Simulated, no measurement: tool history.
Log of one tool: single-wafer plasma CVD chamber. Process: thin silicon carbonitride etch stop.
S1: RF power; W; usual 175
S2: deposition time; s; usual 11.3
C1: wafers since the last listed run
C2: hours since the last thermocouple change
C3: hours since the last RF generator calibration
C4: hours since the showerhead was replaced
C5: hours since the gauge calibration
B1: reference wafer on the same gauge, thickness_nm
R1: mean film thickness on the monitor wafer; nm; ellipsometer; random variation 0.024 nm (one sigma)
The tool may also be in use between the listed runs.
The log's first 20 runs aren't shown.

run,hour,S1,S2,C1,C2,C3,C4,C5,B1,R1
21,1285.3,190,13.3,1184,656.2,266.7,7387.4,475.4,5.323,7.543
# hour 1303.8: showerhead replaced
22,1342.3,160,11.3,1480,713.2,323.7,38.5,532.4,5.316,6.169
23,1408.1,150,13.4,1988,779.0,389.5,104.3,598.2,5.321,7.161
24,1475.7,155,13.5,2042,846.6,457.1,171.9,665.8,5.317,7.298
25,1514.8,165,10.4,1181,885.7,496.2,211.0,704.9,5.321,5.659
26,1568.8,185,11.3,1631,939.7,550.2,265.0,758.9,5.318,6.316
27,1618.8,175,11.3,1511,989.7,600.2,315.0,808.9,5.325,6.273
28,1660.9,175,11.3,1272,1031.8,642.3,357.1,851.0,5.323,6.225
29,1717.6,185,13.1,1713,1088.5,699.0,413.8,907.7,5.317,7.308
30,1786.7,155,9.3,2088,1157.6,768.1,482.9,976.8,5.312,5.016
31,1832.9,175,11.3,1396,1203.8,814.3,529.1,1023.0,5.319,6.246
32,1858.3,165,12.9,767,1229.2,839.7,554.5,1048.4,5.322,7.048
33,1915.2,160,9.4,1719,1286.1,896.6,611.4,1105.3,5.320,5.090
34,1966.8,165,9.9,1559,1337.7,948.2,663.0,1156.9,5.311,5.407
35,2023.2,205,13.3,1704,1394.1,1004.6,719.4,1213.3,5.320,7.580
36,2092.5,175,11.3,2094,1463.4,1073.9,788.7,1282.6,5.322,6.221

3 ways to go on from here, each from the tool as it stands after run 36. What would each give?
A,2092.9,175,10.5,12,1463.8,1074.3,789.1,1283.0,?,?
B,2092.9,190,12.3,12,1463.8,1074.3,789.1,1283.0,?,?
C,2092.9,185,9.6,12,1463.8,1074.3,789.1,1283.0,?,?

run,B1,R1
A,5.319,5.773
B,5.319,6.895
C,5.319,5.348
Without the tool's hidden state the same runs would have given:
run,R1
A,5.879
B,7.022
C,5.446
